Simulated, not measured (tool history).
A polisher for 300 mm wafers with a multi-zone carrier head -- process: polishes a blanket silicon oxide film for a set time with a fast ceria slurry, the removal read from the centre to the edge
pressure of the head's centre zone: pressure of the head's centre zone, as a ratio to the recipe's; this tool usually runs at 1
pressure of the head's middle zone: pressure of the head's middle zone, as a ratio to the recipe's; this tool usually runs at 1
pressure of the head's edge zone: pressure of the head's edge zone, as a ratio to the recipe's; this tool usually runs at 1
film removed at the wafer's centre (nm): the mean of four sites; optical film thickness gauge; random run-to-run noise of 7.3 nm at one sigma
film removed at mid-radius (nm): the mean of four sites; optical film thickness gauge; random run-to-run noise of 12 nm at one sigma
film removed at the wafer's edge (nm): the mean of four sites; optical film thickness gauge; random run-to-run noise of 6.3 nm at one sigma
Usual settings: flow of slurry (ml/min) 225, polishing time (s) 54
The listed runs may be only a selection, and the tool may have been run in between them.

| run | hour | flow of slurry (ml/min) | pressure of the head's centre zone | pressure of the head's middle zone | pressure of the head's edge zone | polishing time (s) | incoming thickness of the incoming film, nm | film removed at the wafer's centre (nm) | film removed at mid-radius (nm) | film removed at the wafer's edge (nm) |
|---|---|---|---|---|---|---|---|---|---|---|
| 1 | 0 | 225 | 1 | 1 | 1 | 54 | 3860.4 | 806.7 | 810.6 | 804.2 |
| 2 | 75.1 | 225 | 1 | 0.94 | 1 | 54 | 3893.2 | 790.3 | 763.2 | 810 |
|  | 97.7 | slurry nozzle cleaned |
| 3 | 100.2 | 225 | 1 | 1 | 1 | 54 | 3921.7 | 825 | 837.4 | 826.3 |
| 4 | 113 | 225 | 1 | 1 | 1 | 54 | 3915.4 | 835.7 | 827.7 | 831.9 |
|  | 119.1 | worn pad replaced by a new one |
|  | 142.4 | edge zone pressure recalibrated |
| 5 | 142.9 | 225 | 1 | 1 | 1 | 54 | 3830.7 | 827.9 | 810.1 | 820 |
| 6 | 159.1 | 225 | 1 | 1 | 1 | 54 | 3811.2 | 811.2 | 817.5 | 815.5 |
| 7 | 190.3 | 225 | 1 | 1 | 1 | 54 | 3842.5 | 799.9 | 800.1 | 805.2 |
| 8 | 212.7 | 225 | 1 | 1 | 1 | 54 | 3815.1 | 806.8 | 814.9 | 801.1 |
|  | 227.8 | carrier head's membrane replaced by a new one |
|  | 242.3 | worn pad replaced by a new one |
|  | 242.3 | centre zone pressure recalibrated |
| 9 | 242.8 | 225 | 1 | 1 | 1 | 54 | 3881.7 | 805.5 | 787.9 | 801.5 |
| 10 | 251.4 | 225 | 1 | 1 | 1 | 47 | 3872.5 | 692.1 | 697.3 | 695.1 |
| 11 | 283.7 | 225 | 1.06 | 0.89 | 0.91 | 54 | 3762 | 838.6 | 745.1 | 774.5 |
| 12 | 314.3 | 225 | 1.07 | 1.08 | 0.88 | 72 | 3802.8 | 1122.3 | 1160.7 | 1006.2 |
|  | 332.5 | slurry nozzle cleaned |
| 13 | 346.3 | 250 | 0.93 | 1.04 | 1 | 44 | 3829.3 | 648.9 | 700 | 676.2 |
|  | 382 | worn pad replaced by a new one |
| 14 | 446.7 | 225 | 1 | 1 | 1 | 54 | 3840.6 | 804.3 | 807.7 | 820.1 |
| 15 | 471.2 | 225 | 0.93 | 0.88 | 0.91 | 42 | 3913.1 | 575.4 | 574 | 606 |
|  | 485.7 | edge zone pressure recalibrated |
|  | 492.3 | worn pad replaced by a new one |
| 16 | 492.8 | 160 | 1.05 | 1 | 1.09 | 54 | 3757.2 | 805.2 | 761.3 | 822.4 |
| 17 | 525.2 | 225 | 1 | 1 | 1 | 54 | 3840.8 | 786.7 | 794.2 | 786.3 |
| 18 | 575.2 | 225 | 1 | 1 | 0.93 | 54 | 3865.8 | 792.7 | 782 | 781.3 |
|  | 578.4 | slurry nozzle cleaned |
| 19 | 608.6 | 225 | 1.12 | 0.92 | 1.05 | 54 | 3804.8 | 924.7 | 772.6 | 836.4 |
|  | 620 | worn pad replaced by a new one |
| 20 | 621 | 225 | 1 | 1 | 1.1 | 54 | 3804.2 | 820.7 | 803.1 | 854.5 |

Branching from run 20: 4 alternative next runs. What would each branch give?
| A | 621.4 | 190 | 1 | 1 | 1 | 54 | 3839.1 | ? | ? | ? |
| B | 621.4 | 225 | 1.09 | 1 | 1 | 54 | 3839.1 | ? | ? | ? |
| C | 621.4 | 245 | 0.95 | 1 | 0.9 | 63 | 3839.1 | ? | ? | ? |
| D | 621.4 | 270 | 0.93 | 1.1 | 1 | 54 | 3839.1 | ? | ? | ? |

| run | film removed at the wafer's centre (nm) | film removed at mid-radius (nm) | film removed at the wafer's edge (nm) |
|---|---|---|---|
| A | 796.9 | 810.7 | 817.9 |
| B | 885.3 | 823.7 | 827.9 |
| C | 907.4 | 969.6 | 924.6 |
| D | 769.3 | 902.1 | 837.4 |
With the hidden condition removed and each run's random variation left untouched, the same runs would have given:
| run | film removed at the wafer's centre (nm) | film removed at mid-radius (nm) | film removed at the wafer's edge (nm) |
|---|---|---|---|
| A | 816.3 | 828.2 | 831 |
| B | 904.7 | 839.8 | 839.9 |
| C | 926.1 | 987.5 | 937.4 |
| D | 784.2 | 917.7 | 848.3 |
